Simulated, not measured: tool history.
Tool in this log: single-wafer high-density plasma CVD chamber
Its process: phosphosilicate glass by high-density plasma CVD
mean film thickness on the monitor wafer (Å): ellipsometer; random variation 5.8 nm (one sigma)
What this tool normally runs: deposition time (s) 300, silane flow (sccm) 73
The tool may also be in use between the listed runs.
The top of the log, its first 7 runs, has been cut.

run	day	deposition time (s)	silane flow (sccm)	read-back reference wafer on the same gauge, thickness_nm	mean film thickness on the monitor wafer (Å)
8	12.408	300	73	2321.607	22193.35
9	17.946	300	73	2321.097	22229.43
10	19.612	268	77	2320.940	20595.58
11	22.479	268	77	2318.582	20585.83
# day 23.300: silane flow controller replaced
12	25.008	268	77	2319.975	19753.97
13	26.088	300	73	2321.708	21314.24
# day 27.821: gauge calibrated
14	28.721	313	77	2321.020	23223.20
15	30.962	313	77	2320.676	23290.97
16	35.917	276	68	2321.670	18704.40
17	38.429	263	73	2315.716	18739.81
18	39.546	300	73	2318.449	21519.16
19	42.504	280	78	2320.569	21057.31
20	44.096	300	62	2319.196	18977.71
21	46.654	249	73	2322.940	17770.44
22	49.142	300	73	2320.267	21460.91
23	50.400	358	64	2320.904	23161.45
24	53.325	319	82	2316.224	24839.26
25	56.179	300	73	2318.186	21449.92
26	57.942	300	73	2319.032	21546.52
27	59.750	249	85	2321.141	20033.63
28	61.025	333	60	2323.061	20682.42
29	63.388	300	77	2320.860	22283.95
30	65.283	284	73	2319.806	20379.44
# day 65.675: gauge calibrated
31	66.746	256	77	2320.073	19099.32

Here are 5 independent what-if runs from the current tool condition. What would each one return?
A	66.767	300	73	?	?
B	66.767	300	86	?	?
C	66.767	270	80	?	?
D	66.767	317	84	?	?
E	66.767	279	85	?	?

run	read-back reference wafer on the same gauge, thickness_nm	mean film thickness on the monitor wafer (Å)
A	2318.537	21481.51
B	2318.537	24310.16
C	2318.537	20704.17
D	2318.537	25227.90
E	2318.537	22406.09
What these runs would have given with no unlogged condition in the tool:
run	mean film thickness on the monitor wafer (Å)
A	21362.08
B	24174.99
C	20589.05
D	25087.63
E	22281.51
